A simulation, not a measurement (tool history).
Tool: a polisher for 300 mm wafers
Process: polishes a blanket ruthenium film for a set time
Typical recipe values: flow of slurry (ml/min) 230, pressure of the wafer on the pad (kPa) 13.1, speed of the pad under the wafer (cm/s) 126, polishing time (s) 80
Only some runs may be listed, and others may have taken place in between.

run	hour	flow of slurry (ml/min)	pressure of the wafer on the pad (kPa)	speed of the pad under the wafer (cm/s)	polishing time (s)	incoming thickness of the incoming film, nm	film removed (angstrom)
1	0	230	13.1	126	80	338.1	758
2	15.9	230	13.1	126	80	344.3	750
3	29	230	13.1	126	80	339.4	756
4	41.5	230	13.1	126	74	342.7	690
5	57.5	230	13.1	126	74	340	684
6	64.1	230	13.1	126	74	341	689
7	73.9	245	13.1	146	80	336.9	884
# hour 81.5: slurry nozzle cleaned
8	90.9	245	13.1	146	80	340.2	976
9	99.4	245	13.1	146	80	340.4	968
10	116.8	230	9	144	105	335.7	844
# hour 121.5: head pressure recalibrated
11	123.1	230	13.1	126	80	342.5	932
# hour 135.5: worn pad replaced by a new one
12	138.9	230	13.1	126	80	335.7	931
13	150.7	230	13.1	126	80	340.4	924
14	165.3	230	16.5	126	80	340.1	1162
15	174.4	230	16.5	92	63	335.7	671
16	183.4	185	17.2	102	53	340.8	616
17	200.7	195	15.2	126	99	333.9	1243
18	217.3	155	13.1	126	54	339.7	560
19	230.9	170	9	126	80	341	579

5 ways to go on from here, each from the tool as it stands after run 19. What would each give?
A	231.3	230	13.1	126	80	336.5	?
B	231.3	270	11	142	107	336.5	?
C	231.3	230	13.1	138	63	336.5	?
D	231.3	230	9	126	80	336.5	?
E	231.3	230	9	156	98	336.5	?

run	film removed (angstrom)
A	905
B	1179
C	780
D	619
E	939
Had the tool no hidden state, the same runs would have come out as:
run	film removed (angstrom)
A	951
B	1230
C	820
D	650
E	987
